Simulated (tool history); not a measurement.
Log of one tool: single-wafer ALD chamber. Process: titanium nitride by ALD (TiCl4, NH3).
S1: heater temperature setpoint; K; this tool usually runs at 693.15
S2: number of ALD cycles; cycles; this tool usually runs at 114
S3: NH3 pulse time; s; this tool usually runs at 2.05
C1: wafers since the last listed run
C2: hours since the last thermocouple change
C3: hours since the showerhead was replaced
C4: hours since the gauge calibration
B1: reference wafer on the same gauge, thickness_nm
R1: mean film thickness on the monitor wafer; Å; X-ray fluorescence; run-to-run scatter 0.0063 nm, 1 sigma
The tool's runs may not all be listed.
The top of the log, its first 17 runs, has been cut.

run    hour      S1   S2    S3   C1      C2      C3      C4     B1     R1
      713.8  -- gauge calibrated
 18   728.3  693.15  114  2.05  110  2516.2  2250.7    14.5  2.957  25.11
 19   770.8  693.15  122  2.05   82  2558.7  2293.2    57.0  2.960  27.00
 20   822.2  693.15  114  1.50   99  2610.1  2344.6   108.4  2.959  24.84
      870.4  -- thermocouple changed; heater temperature recalibrated
 21   870.9  688.15  114  2.05   79     0.5  2393.3   157.1  2.961  25.09
 22   903.5  693.15  101  2.26   63    33.1  2425.9   189.7  2.961  22.22
 23   958.0  681.15  127  1.84  105    87.6  2480.4   244.2  2.958  27.73
 24   984.7  686.15   97  1.43   51   114.3  2507.1   270.9  2.957  21.09
 25  1011.0  693.15  114  2.05   51   140.6  2533.4   297.2  2.960  25.16
 26  1058.6  707.15  126  2.05   92   188.2  2581.0   344.8  2.958  27.74
 27  1098.9  687.15  114  2.05   78   228.5  2621.3   385.1  2.960  24.98
 28  1140.3  701.15  114  2.74   80   269.9  2662.7   426.5  2.961  25.21
 29  1206.9  685.15   98  2.60  129   336.5  2729.3   493.1  2.959  21.66
 30  1265.8  679.15  114  2.61  114   395.4  2788.2   552.0  2.962  25.13
 31  1299.2  693.15  114  2.05   64   428.8  2821.6   585.4  2.958  25.11
 32  1362.4  693.15  114  2.05  122   492.0  2884.8   648.6  2.957  25.18
     1394.8  -- showerhead replaced
 33  1395.3  693.15   98  2.29   48   524.9     0.5   681.5  2.961  21.58
 34  1461.6  693.15  133  2.72  128   591.2    66.8   747.8  2.961  29.40
 35  1612.7  693.15  114  2.05  293   742.3   217.9   898.9  2.956  24.97
 36  1682.0  693.15  114  2.05  134   811.6   287.2   968.2  2.960  25.20
 37  1738.5  683.15  114  2.05  109   868.1   343.7  1024.7  2.959  24.92
 38  1784.5  693.15  114  2.30   89   914.1   389.7  1070.7  2.960  25.24
 39  1843.7  685.15   96  2.05  115   973.3   448.9  1129.9  2.962  21.02

What if the next run were any one of these 4? Each begins from the tool's condition after run 39:
  A  1844.4  693.15  114  2.05   1  974.0  449.6  1130.6   ?   ?
  B  1844.4  693.15   92  1.61   1  974.0  449.6  1130.6   ?   ?
  C  1844.4  688.15  123  1.34   1  974.0  449.6  1130.6   ?   ?
  D  1844.4  678.15  114  1.28   1  974.0  449.6  1130.6   ?   ?

run     B1     R1
  A  2.959  25.00
  B  2.959  20.02
  C  2.959  26.49
  D  2.959  24.31
What these runs would have given with no unlogged condition in the tool:
run     R1
  A  25.00
  B  20.02
  C  26.49
  D  24.31
